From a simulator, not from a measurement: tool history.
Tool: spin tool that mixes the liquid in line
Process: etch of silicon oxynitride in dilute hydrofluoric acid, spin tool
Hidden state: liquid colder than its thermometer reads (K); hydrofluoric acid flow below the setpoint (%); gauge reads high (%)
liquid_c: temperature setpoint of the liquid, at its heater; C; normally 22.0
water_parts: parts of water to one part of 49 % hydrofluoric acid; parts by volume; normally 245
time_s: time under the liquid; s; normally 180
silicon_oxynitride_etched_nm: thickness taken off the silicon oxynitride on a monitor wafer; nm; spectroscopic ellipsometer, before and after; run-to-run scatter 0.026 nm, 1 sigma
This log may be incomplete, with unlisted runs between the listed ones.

run	hour	liquid_c	water_parts	time_s	wafers since the last listed run	hours since the thermometer was replaced	hours since the hydrofluoric acid flow meter was replaced	hours since the gauge calibration	read-back film thickness of the silicon oxynitride reference wafer, read on the same gauge (nm)	silicon_oxynitride_etched_nm
1	0.0	19.5	245	180	0	473.5	1720.8	2010.1	90.009	0.759
2	58.1	22.0	300	180	327	531.6	1778.9	2068.2	90.022	0.657
3	95.8	22.0	245	180	212	569.3	1816.6	2105.9	89.999	0.848
4	119.9	22.0	245	180	135	593.4	1840.7	2130.0	89.978	0.818
5	190.1	22.0	245	180	395	663.6	1910.9	2200.2	89.967	0.844
6	233.7	22.0	245	180	245	707.2	1954.5	2243.8	90.037	0.837
7	264.7	22.0	245	180	174	738.2	1985.5	2274.8	90.006	0.876
8	315.1	22.0	245	180	283	788.6	2035.9	2325.2	89.998	0.828
# hour 363.6: gauge calibrated
9	369.5	22.0	285	180	306	843.0	2090.3	5.9	90.001	0.694
10	407.5	22.0	285	180	213	881.0	2128.3	43.9	90.016	0.692
11	483.3	22.0	340	220	426	956.8	2204.1	119.7	90.015	0.676
12	533.0	25.5	160	180	279	1006.5	2253.8	169.4	89.992	1.588
13	598.0	22.0	245	180	365	1071.5	2318.8	234.4	89.983	0.826
# hour 600.8: hydrofluoric acid flow meter replaced
14	758.5	25.0	245	215	897	1232.0	157.7	394.9	90.011	1.106
15	910.8	26.5	245	275	857	1384.3	310.0	547.2	90.007	1.498
16	1071.2	22.0	245	180	902	1544.7	470.4	707.6	89.992	0.771
# hour 1083.6: thermometer replaced
17	1123.6	22.0	290	85	289	40.0	522.8	760.0	90.006	0.349
18	1186.4	25.5	285	100	353	102.8	585.6	822.8	90.025	0.439
19	1242.4	22.0	245	180	315	158.8	641.6	878.8	89.992	0.890
20	1274.6	22.0	245	180	181	191.0	673.8	911.0	89.967	0.790
21	1342.9	22.0	305	210	384	259.3	742.1	979.3	90.030	0.773
22	1407.1	18.5	150	95	361	323.5	806.3	1043.5	90.015	0.649
23	1475.4	22.0	245	120	384	391.8	874.6	1111.8	90.003	0.556
24	1597.9	22.0	360	80	689	514.3	997.1	1234.3	90.035	0.230
25	1654.6	24.5	305	120	319	571.0	1053.8	1291.0	90.009	0.477
26	1703.8	22.0	245	180	276	620.2	1103.0	1340.2	90.013	0.829
27	1766.1	22.0	305	100	350	682.5	1165.3	1402.5	90.005	0.355
28	1835.7	18.5	245	180	391	752.1	1234.9	1472.1	89.994	0.698
29	1873.5	25.0	310	180	212	789.9	1272.7	1509.9	89.972	0.675
30	1957.4	20.5	245	180	472	873.8	1356.6	1593.8	89.980	0.768
31	1991.5	20.5	245	180	191	907.9	1390.7	1627.9	89.988	0.752
32	2016.3	22.0	295	180	139	932.7	1415.5	1652.7	89.995	0.635

Estimate the outcome of run 33 from the log above:
33	2064.5	27.0	330	220	271	980.9	1463.7	1700.9	?	?

Run 33 gave read-back film thickness of the silicon oxynitride reference wafer, read on the same gauge (nm) 89.988, silicon_oxynitride_etched_nm 0.855 nm.
The same run, on a tool lacking any hidden state, would have yielded silicon_oxynitride_etched_nm 0.926 nm.

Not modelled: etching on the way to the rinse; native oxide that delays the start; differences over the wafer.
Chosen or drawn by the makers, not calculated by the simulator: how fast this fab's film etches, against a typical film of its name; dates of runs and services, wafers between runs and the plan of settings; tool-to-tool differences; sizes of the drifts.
